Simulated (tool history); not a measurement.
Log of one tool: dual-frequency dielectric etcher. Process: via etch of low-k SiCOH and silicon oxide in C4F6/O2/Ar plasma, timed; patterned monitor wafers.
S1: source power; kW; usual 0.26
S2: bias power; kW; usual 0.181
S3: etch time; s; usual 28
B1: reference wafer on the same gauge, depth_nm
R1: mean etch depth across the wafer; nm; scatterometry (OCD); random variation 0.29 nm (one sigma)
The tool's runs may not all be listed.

| run | hour | S1 | S2 | S3 | B1 | R1 |
|---|---|---|---|---|---|---|
| 1 | 0 | 0.26 | 0.181 | 28 | 60.2 | 55.5 |
| 2 | 69.6 | 0.26 | 0.181 | 28 | 60.2 | 55.6 |
| 3 | 117.2 | 0.26 | 0.181 | 28 | 60.3 | 55.7 |
| 4 | 173.5 | 0.26 | 0.192 | 28 | 60.3 | 56.5 |
| 5 | 244 | 0.26 | 0.194 | 28 | 60.2 | 56.8 |
| 6 | 282.6 | 0.26 | 0.181 | 28 | 60.2 | 55.5 |
|  | 317.3 | wet clean of the chamber |
| 7 | 319.4 | 0.26 | 0.209 | 28 | 60.2 | 57.6 |
| 8 | 348.2 | 0.26 | 0.148 | 20.5 | 60.3 | 38.6 |
| 9 | 409.5 | 0.26 | 0.181 | 28 | 60.2 | 55.3 |
| 10 | 451.8 | 0.26 | 0.181 | 28 | 60.3 | 55.5 |
| 11 | 523.3 | 0.22 | 0.207 | 28 | 60.2 | 53.7 |
| 12 | 569.8 | 0.26 | 0.181 | 28 | 60.2 | 56 |
| 13 | 604.5 | 0.26 | 0.181 | 22 | 60.2 | 43.8 |
| 14 | 675.6 | 0.23 | 0.181 | 32.5 | 60.2 | 60.8 |
| 15 | 718.3 | 0.26 | 0.181 | 33.5 | 60.3 | 66.5 |
| 16 | 754.6 | 0.26 | 0.181 | 28 | 60.2 | 55.9 |
| 17 | 800.2 | 0.26 | 0.181 | 28 | 60.1 | 55.9 |
|  | 819.1 | bias power generator calibrated |
|  | 827.6 | wet clean of the chamber |
| 18 | 860.6 | 0.29 | 0.157 | 28 | 60.2 | 55.9 |
|  | 913.1 | source power generator calibrated |
| 19 | 921.6 | 0.22 | 0.181 | 36.5 | 60.2 | 66.4 |
| 20 | 992.3 | 0.22 | 0.161 | 31.5 | 60.3 | 55.2 |
| 21 | 1056.5 | 0.23 | 0.218 | 31.5 | 60.3 | 61.5 |
| 22 | 1108.5 | 0.22 | 0.194 | 25 | 60.1 | 46.2 |
| 23 | 1140.6 | 0.29 | 0.17 | 32 | 60.1 | 63.5 |
| 24 | 1203.9 | 0.26 | 0.181 | 28 | 60.1 | 54.7 |
| 25 | 1264 | 0.26 | 0.181 | 28 | 60.1 | 54.3 |
| 26 | 1335.8 | 0.26 | 0.181 | 28 | 60.3 | 54 |
| 27 | 1365.3 | 0.2 | 0.181 | 34 | 60.1 | 60.1 |
|  | 1412.5 | wet clean of the chamber |
| 28 | 1428.2 | 0.26 | 0.181 | 28 | 60.1 | 54.6 |
| 29 | 1493.3 | 0.3 | 0.144 | 26 | 60.3 | 50.7 |

5 ways to go on from here, each from the tool as it stands after run 29. What would each give?
| A | 1493.7 | 0.26 | 0.205 | 28 | ? | ? |
| B | 1493.7 | 0.26 | 0.218 | 28 | ? | ? |
| C | 1493.7 | 0.31 | 0.196 | 28 | ? | ? |
| D | 1493.7 | 0.32 | 0.181 | 28 | ? | ? |
| E | 1493.7 | 0.32 | 0.2 | 35.5 | ? | ? |

| run | B1 | R1 |
|---|---|---|
| A | 60.3 | 57 |
| B | 60.3 | 58 |
| C | 60.3 | 60.3 |
| D | 60.3 | 59.7 |
| E | 60.3 | 77.9 |
Without the tool's hidden state the same runs would have given:
| run | R1 |
|---|---|
| A | 56.5 |
| B | 57.5 |
| C | 59.8 |
| D | 59.2 |
| E | 77.2 |
